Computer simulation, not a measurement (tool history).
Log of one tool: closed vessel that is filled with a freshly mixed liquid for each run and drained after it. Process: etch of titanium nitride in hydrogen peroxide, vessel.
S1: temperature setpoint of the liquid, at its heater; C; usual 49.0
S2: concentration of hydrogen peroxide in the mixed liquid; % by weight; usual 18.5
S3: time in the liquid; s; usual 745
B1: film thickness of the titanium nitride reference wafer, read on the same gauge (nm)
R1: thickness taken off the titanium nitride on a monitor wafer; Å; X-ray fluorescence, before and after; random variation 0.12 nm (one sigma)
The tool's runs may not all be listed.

run 1 hour=0.0 | S1=49.0 S2=22.0 S3=745 | B1=49.99 | R1=217.5
run 2 hour=9.1 | S1=49.0 S2=16.5 S3=745 | B1=49.97 | R1=204.8
run 3 hour=22.1 | S1=56.0 S2=17.0 S3=745 | B1=50.00 | R1=336.4
run 4 hour=30.6 | S1=49.0 S2=17.0 S3=745 | B1=50.00 | R1=206.8
run 5 hour=42.2 | S1=49.0 S2=17.0 S3=745 | B1=50.00 | R1=203.4
run 6 hour=57.8 | S1=44.5 S2=16.0 S3=745 | B1=50.00 | R1=145.5
-- hour=58.9 thermometer replaced
run 7 hour=67.7 | S1=49.0 S2=18.5 S3=745 | B1=50.01 | R1=209.3
run 8 hour=119.0 | S1=49.0 S2=18.5 S3=745 | B1=50.00 | R1=206.4
run 9 hour=136.0 | S1=49.0 S2=18.5 S3=845 | B1=50.02 | R1=235.3
-- hour=137.1 peroxide flow meter replaced
run 10 hour=152.2 | S1=49.0 S2=18.5 S3=845 | B1=50.00 | R1=237.7
run 11 hour=162.0 | S1=49.0 S2=18.5 S3=745 | B1=50.01 | R1=208.2
run 12 hour=169.7 | S1=49.0 S2=21.5 S3=335 | B1=50.00 | R1=98.1
run 13 hour=177.8 | S1=54.5 S2=14.0 S3=745 | B1=50.01 | R1=294.3
-- hour=178.0 gauge calibrated
-- hour=204.4 new drum of peroxide connected
run 14 hour=229.4 | S1=49.0 S2=18.5 S3=745 | B1=50.01 | R1=209.2
run 15 hour=241.7 | S1=56.5 S2=15.0 S3=860 | B1=50.00 | R1=387.1
run 16 hour=252.4 | S1=55.0 S2=18.5 S3=1100 | B1=49.99 | R1=473.0
run 17 hour=263.6 | S1=45.5 S2=18.5 S3=880 | B1=49.97 | R1=190.6
run 18 hour=294.1 | S1=49.0 S2=18.5 S3=745 | B1=50.03 | R1=209.1
run 19 hour=305.0 | S1=43.0 S2=16.5 S3=885 | B1=50.00 | R1=154.9
run 20 hour=316.1 | S1=49.0 S2=18.5 S3=745 | B1=50.00 | R1=206.4
run 21 hour=332.8 | S1=53.5 S2=22.0 S3=745 | B1=50.01 | R1=297.9
run 22 hour=343.2 | S1=46.0 S2=21.5 S3=520 | B1=50.01 | R1=121.2
run 23 hour=354.0 | S1=49.0 S2=16.5 S3=505 | B1=49.98 | R1=138.4
run 24 hour=367.4 | S1=41.0 S2=14.0 S3=745 | B1=50.03 | R1=108.0
run 25 hour=384.2 | S1=54.5 S2=14.0 S3=745 | B1=49.97 | R1=292.5
run 26 hour=400.0 | S1=41.5 S2=22.0 S3=745 | B1=50.00 | R1=123.6
run 27 hour=410.1 | S1=49.0 S2=18.5 S3=745 | B1=50.00 | R1=210.9
run 28 hour=419.9 | S1=49.0 S2=18.5 S3=745 | B1=50.00 | R1=207.9

5 ways to go on from here, each from the tool as it stands after run 28. What would each give?
run A hour=420.8 | S1=49.0 S2=18.5 S3=745 | B1=? | R1=?
run B hour=420.8 | S1=43.5 S2=23.0 S3=745 | B1=? | R1=?
run C hour=420.8 | S1=55.0 S2=15.0 S3=745 | B1=? | R1=?
run D hour=420.8 | S1=55.0 S2=18.5 S3=310 | B1=? | R1=?
run E hour=420.8 | S1=43.0 S2=23.5 S3=920 | B1=? | R1=?

run=A B1=50.01 R1=210.4
run=B B1=50.01 R1=146.8
run=C B1=50.01 R1=308.7
run=D B1=50.01 R1=134.3
run=E B1=50.01 R1=175.4
Without the tool's hidden state the same runs would have given:
run=A R1=210.4
run=B R1=146.8
run=C R1=308.7
run=D R1=134.3
run=E R1=175.4

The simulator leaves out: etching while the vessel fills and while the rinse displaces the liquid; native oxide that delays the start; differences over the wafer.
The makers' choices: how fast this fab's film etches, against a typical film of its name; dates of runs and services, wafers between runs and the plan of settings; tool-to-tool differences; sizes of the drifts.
